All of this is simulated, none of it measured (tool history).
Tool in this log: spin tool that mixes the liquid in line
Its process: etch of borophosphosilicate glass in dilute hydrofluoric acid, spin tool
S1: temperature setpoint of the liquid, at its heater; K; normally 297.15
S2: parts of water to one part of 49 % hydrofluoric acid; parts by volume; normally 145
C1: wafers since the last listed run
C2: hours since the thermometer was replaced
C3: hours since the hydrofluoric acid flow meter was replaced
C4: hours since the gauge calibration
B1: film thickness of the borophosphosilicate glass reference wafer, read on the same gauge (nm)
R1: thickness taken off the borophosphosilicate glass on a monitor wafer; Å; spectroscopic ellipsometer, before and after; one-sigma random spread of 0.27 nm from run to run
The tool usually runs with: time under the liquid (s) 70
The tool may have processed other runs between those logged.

{"run": 1, "hour": 0.0, "S1": 297.15, "S2": 145, "time under the liquid (s)": 70, "C1": 0, "C2": 2795.6, "C3": 986.8, "C4": 159.8, "B1": 40.01, "R1": 299.7}
{"run": 2, "hour": 6.5, "S1": 297.15, "S2": 145, "time under the liquid (s)": 70, "C1": 76, "C2": 2802.1, "C3": 993.3, "C4": 166.3, "B1": 40.01, "R1": 303.0}
{"run": 3, "hour": 14.3, "S1": 293.65, "S2": 145, "time under the liquid (s)": 70, "C1": 91, "C2": 2809.9, "C3": 1001.1, "C4": 174.1, "B1": 39.98, "R1": 260.4}
{"run": 4, "hour": 28.6, "S1": 293.65, "S2": 145, "time under the liquid (s)": 70, "C1": 168, "C2": 2824.2, "C3": 1015.4, "C4": 188.4, "B1": 40.06, "R1": 262.0}
{"run": 5, "hour": 46.2, "S1": 297.15, "S2": 185, "time under the liquid (s)": 40, "C1": 207, "C2": 2841.8, "C3": 1033.0, "C4": 206.0, "B1": 39.99, "R1": 128.5}
{"run": 6, "hour": 52.8, "S1": 297.15, "S2": 145, "time under the liquid (s)": 70, "C1": 77, "C2": 2848.4, "C3": 1039.6, "C4": 212.6, "B1": 39.95, "R1": 299.1}
{"run": 7, "hour": 59.3, "S1": 297.15, "S2": 145, "time under the liquid (s)": 70, "C1": 76, "C2": 2854.9, "C3": 1046.1, "C4": 219.1, "B1": 39.98, "R1": 300.7}
{"run": 8, "hour": 68.4, "S1": 297.15, "S2": 145, "time under the liquid (s)": 70, "C1": 107, "C2": 2864.0, "C3": 1055.2, "C4": 228.2, "B1": 40.01, "R1": 301.4}
{"run": 9, "hour": 81.3, "S1": 297.15, "S2": 145, "time under the liquid (s)": 70, "C1": 152, "C2": 2876.9, "C3": 1068.1, "C4": 241.1, "B1": 39.96, "R1": 296.0}
{"run": 10, "hour": 97.2, "S1": 295.65, "S2": 145, "time under the liquid (s)": 70, "C1": 187, "C2": 2892.8, "C3": 1084.0, "C4": 257.0, "B1": 40.04, "R1": 284.3}
{"run": 11, "hour": 104.7, "S1": 297.15, "S2": 145, "time under the liquid (s)": 70, "C1": 88, "C2": 2900.3, "C3": 1091.5, "C4": 264.5, "B1": 39.98, "R1": 296.9}
{"run": 12, "hour": 112.5, "S1": 297.15, "S2": 145, "time under the liquid (s)": 85, "C1": 91, "C2": 2908.1, "C3": 1099.3, "C4": 272.3, "B1": 40.02, "R1": 360.1}
{"run": 13, "hour": 123.7, "S1": 297.15, "S2": 145, "time under the liquid (s)": 85, "C1": 132, "C2": 2919.3, "C3": 1110.5, "C4": 283.5, "B1": 40.02, "R1": 360.4}
{"run": 14, "hour": 131.6, "S1": 297.15, "S2": 205, "time under the liquid (s)": 70, "C1": 93, "C2": 2927.2, "C3": 1118.4, "C4": 291.4, "B1": 39.99, "R1": 192.0}
{"hour": 141.1, "done": "gauge calibrated"}
{"run": 15, "hour": 167.0, "S1": 297.15, "S2": 145, "time under the liquid (s)": 70, "C1": 417, "C2": 2962.6, "C3": 1153.8, "C4": 25.9, "B1": 40.02, "R1": 291.0}
{"run": 16, "hour": 175.8, "S1": 299.65, "S2": 145, "time under the liquid (s)": 70, "C1": 103, "C2": 2971.4, "C3": 1162.6, "C4": 34.7, "B1": 40.02, "R1": 318.4}
{"run": 17, "hour": 185.8, "S1": 297.15, "S2": 145, "time under the liquid (s)": 70, "C1": 117, "C2": 2981.4, "C3": 1172.6, "C4": 44.7, "B1": 40.04, "R1": 292.6}
{"run": 18, "hour": 200.5, "S1": 297.15, "S2": 145, "time under the liquid (s)": 70, "C1": 173, "C2": 2996.1, "C3": 1187.3, "C4": 59.4, "B1": 39.99, "R1": 292.4}
{"hour": 205.6, "done": "hydrofluoric acid flow meter replaced"}
{"run": 19, "hour": 211.9, "S1": 298.65, "S2": 95, "time under the liquid (s)": 50, "C1": 122, "C2": 3007.5, "C3": 6.3, "C4": 70.8, "B1": 39.98, "R1": 423.7}
{"run": 20, "hour": 227.3, "S1": 293.65, "S2": 145, "time under the liquid (s)": 70, "C1": 181, "C2": 3022.9, "C3": 21.7, "C4": 86.2, "B1": 40.0, "R1": 303.2}
{"run": 21, "hour": 240.6, "S1": 297.15, "S2": 145, "time under the liquid (s)": 85, "C1": 156, "C2": 3036.2, "C3": 35.0, "C4": 99.5, "B1": 40.0, "R1": 417.4}
{"hour": 249.7, "done": "thermometer replaced"}
{"run": 22, "hour": 250.5, "S1": 297.15, "S2": 145, "time under the liquid (s)": 35, "C1": 104, "C2": 0.8, "C3": 44.9, "C4": 109.4, "B1": 40.02, "R1": 170.7}
{"run": 23, "hour": 267.6, "S1": 295.15, "S2": 145, "time under the liquid (s)": 70, "C1": 201, "C2": 17.9, "C3": 62.0, "C4": 126.5, "B1": 40.0, "R1": 316.8}
{"run": 24, "hour": 285.6, "S1": 302.15, "S2": 145, "time under the liquid (s)": 45, "C1": 212, "C2": 35.9, "C3": 80.0, "C4": 144.5, "B1": 40.03, "R1": 263.9}
{"run": 25, "hour": 301.3, "S1": 294.65, "S2": 180, "time under the liquid (s)": 35, "C1": 185, "C2": 51.6, "C3": 95.7, "C4": 160.2, "B1": 39.98, "R1": 120.6}
{"run": 26, "hour": 311.2, "S1": 301.65, "S2": 100, "time under the liquid (s)": 45, "C1": 116, "C2": 61.5, "C3": 105.6, "C4": 170.1, "B1": 40.02, "R1": 394.4}
{"run": 27, "hour": 318.8, "S1": 297.15, "S2": 200, "time under the liquid (s)": 70, "C1": 89, "C2": 69.1, "C3": 113.2, "C4": 177.7, "B1": 40.02, "R1": 232.1}

What if the next run were any one of these 3? Each begins from the tool's condition after run 27:
{"run": "A", "hour": 319.2, "S1": 297.15, "S2": 85, "time under the liquid (s)": 70, "C1": 4, "C2": 69.5, "C3": 113.6, "C4": 178.1, "B1": "?", "R1": "?"}
{"run": "B", "hour": 319.2, "S1": 294.15, "S2": 195, "time under the liquid (s)": 70, "C1": 4, "C2": 69.5, "C3": 113.6, "C4": 178.1, "B1": "?", "R1": "?"}
{"run": "C", "hour": 319.2, "S1": 297.15, "S2": 145, "time under the liquid (s)": 105, "C1": 4, "C2": 69.5, "C3": 113.6, "C4": 178.1, "B1": "?", "R1": "?"}

run=A B1=39.99 R1=623.5
run=B B1=39.99 R1=213.1
run=C B1=39.99 R1=509.4
Had the tool no hidden state, the same runs would have come out as:
run=A R1=640.9
run=B R1=219.5
run=C R1=524.3
